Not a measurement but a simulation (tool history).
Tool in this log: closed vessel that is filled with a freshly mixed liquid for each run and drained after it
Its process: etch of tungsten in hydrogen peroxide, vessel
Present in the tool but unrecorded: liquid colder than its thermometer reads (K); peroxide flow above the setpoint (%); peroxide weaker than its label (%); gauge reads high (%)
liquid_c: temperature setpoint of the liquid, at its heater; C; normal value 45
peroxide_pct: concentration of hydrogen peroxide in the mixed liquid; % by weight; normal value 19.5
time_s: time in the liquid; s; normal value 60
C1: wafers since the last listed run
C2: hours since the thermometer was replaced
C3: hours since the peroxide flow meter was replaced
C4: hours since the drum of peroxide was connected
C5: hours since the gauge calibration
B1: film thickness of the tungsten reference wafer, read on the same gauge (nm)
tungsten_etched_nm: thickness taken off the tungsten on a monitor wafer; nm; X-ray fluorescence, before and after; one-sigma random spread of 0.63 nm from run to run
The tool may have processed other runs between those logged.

run 1 hour=0 | liquid_c=40.5 peroxide_pct=19.5 time_s=60 | C1=0 C2=1277.7 C3=536.6 C4=606.6 C5=139.9 | B1=149.99 | tungsten_etched_nm=83.39
-- hour=31.9 thermometer replaced
-- hour=65.6 new drum of peroxide connected
run 2 hour=177.6 | liquid_c=40.5 peroxide_pct=19.5 time_s=60 | C1=25209 C2=145.7 C3=714.2 C4=112 C5=317.5 | B1=150 | tungsten_etched_nm=89.27
run 3 hour=235.8 | liquid_c=40.5 peroxide_pct=19.5 time_s=60 | C1=8355 C2=203.9 C3=772.4 C4=170.2 C5=375.7 | B1=149.98 | tungsten_etched_nm=89.41
run 4 hour=275.3 | liquid_c=45 peroxide_pct=19.5 time_s=60 | C1=5670 C2=243.4 C3=811.9 C4=209.7 C5=415.2 | B1=149.99 | tungsten_etched_nm=118.28
run 5 hour=313.8 | liquid_c=45 peroxide_pct=19.5 time_s=60 | C1=5527 C2=281.9 C3=850.4 C4=248.2 C5=453.7 | B1=150.01 | tungsten_etched_nm=117.42
run 6 hour=345.9 | liquid_c=45 peroxide_pct=19.5 time_s=60 | C1=4608 C2=314 C3=882.5 C4=280.3 C5=485.8 | B1=150 | tungsten_etched_nm=117.43
run 7 hour=393.5 | liquid_c=45 peroxide_pct=17.5 time_s=70 | C1=6833 C2=361.6 C3=930.1 C4=327.9 C5=533.4 | B1=149.98 | tungsten_etched_nm=128.36
run 8 hour=442.3 | liquid_c=45 peroxide_pct=22 time_s=60 | C1=7005 C2=410.4 C3=978.9 C4=376.7 C5=582.2 | B1=149.99 | tungsten_etched_nm=122.93
run 9 hour=489.6 | liquid_c=45 peroxide_pct=22 time_s=60 | C1=6790 C2=457.7 C3=1026.2 C4=424 C5=629.5 | B1=150.02 | tungsten_etched_nm=122.6
run 10 hour=536.7 | liquid_c=45 peroxide_pct=22 time_s=60 | C1=6761 C2=504.8 C3=1073.3 C4=471.1 C5=676.6 | B1=149.99 | tungsten_etched_nm=122.5
run 11 hour=561.6 | liquid_c=40 peroxide_pct=19.5 time_s=60 | C1=3574 C2=529.7 C3=1098.2 C4=496 C5=701.5 | B1=149.99 | tungsten_etched_nm=83.16
run 12 hour=592.1 | liquid_c=40 peroxide_pct=19.5 time_s=60 | C1=4378 C2=560.2 C3=1128.7 C4=526.5 C5=732 | B1=150.02 | tungsten_etched_nm=82.42
run 13 hour=641.6 | liquid_c=45 peroxide_pct=23.5 time_s=75 | C1=7106 C2=609.7 C3=1178.2 C4=576 C5=781.5 | B1=150.01 | tungsten_etched_nm=155.26
run 14 hour=665.8 | liquid_c=45 peroxide_pct=19.5 time_s=60 | C1=3474 C2=633.9 C3=1202.4 C4=600.2 C5=805.7 | B1=150.01 | tungsten_etched_nm=113.75
run 15 hour=722 | liquid_c=45 peroxide_pct=19.5 time_s=60 | C1=8068 C2=690.1 C3=1258.6 C4=656.4 C5=861.9 | B1=149.99 | tungsten_etched_nm=112.82
-- hour=781.3 new drum of peroxide connected
run 16 hour=782.9 | liquid_c=45 peroxide_pct=19.5 time_s=45 | C1=8599 C2=751 C3=1319.5 C4=1.6 C5=922.8 | B1=150.02 | tungsten_etched_nm=87.06
run 17 hour=838 | liquid_c=45 peroxide_pct=25 time_s=85 | C1=7910 C2=806.1 C3=1374.6 C4=56.7 C5=977.9 | B1=150.02 | tungsten_etched_nm=186.64
run 18 hour=875.9 | liquid_c=41.5 peroxide_pct=15.5 time_s=60 | C1=5441 C2=844 C3=1412.5 C4=94.6 C5=1015.8 | B1=150 | tungsten_etched_nm=82.67
run 19 hour=955.6 | liquid_c=45 peroxide_pct=24 time_s=60 | C1=11441 C2=923.7 C3=1492.2 C4=174.3 C5=1095.5 | B1=150.01 | tungsten_etched_nm=127.86
run 20 hour=1001.5 | liquid_c=45 peroxide_pct=19.5 time_s=60 | C1=6589 C2=969.6 C3=1538.1 C4=220.2 C5=1141.4 | B1=150.03 | tungsten_etched_nm=114.68
run 21 hour=1032.1 | liquid_c=45 peroxide_pct=17 time_s=60 | C1=4393 C2=1000.2 C3=1568.7 C4=250.8 C5=1172 | B1=150 | tungsten_etched_nm=106.71
run 22 hour=1061.5 | liquid_c=45 peroxide_pct=19.5 time_s=95 | C1=4220 C2=1029.6 C3=1598.1 C4=280.2 C5=1201.4 | B1=150.03 | tungsten_etched_nm=179.83
-- hour=1089.6 peroxide flow meter replaced
run 23 hour=1096.3 | liquid_c=45 peroxide_pct=19.5 time_s=50 | C1=4852 C2=1064.4 C3=6.7 C4=315 C5=1236.2 | B1=150.02 | tungsten_etched_nm=94.36
run 24 hour=1123.3 | liquid_c=40 peroxide_pct=19.5 time_s=60 | C1=3876 C2=1091.4 C3=33.7 C4=342 C5=1263.2 | B1=149.99 | tungsten_etched_nm=81.25

For run 25, what comes out?
-- hour=1140.3 thermometer replaced
run 25 hour=1159.3 | liquid_c=45 peroxide_pct=19.5 time_s=60 | C1=5024 C2=19 C3=69.7 C4=378 C5=1299.2 | B1=? | tungsten_etched_nm=?

{"run 25": {"B1": 150, "tungsten_etched_nm": 116.39}}
With the hidden condition absent and the run-to-run variation left alone, this run would have shown tungsten_etched_nm 119.9 nm.
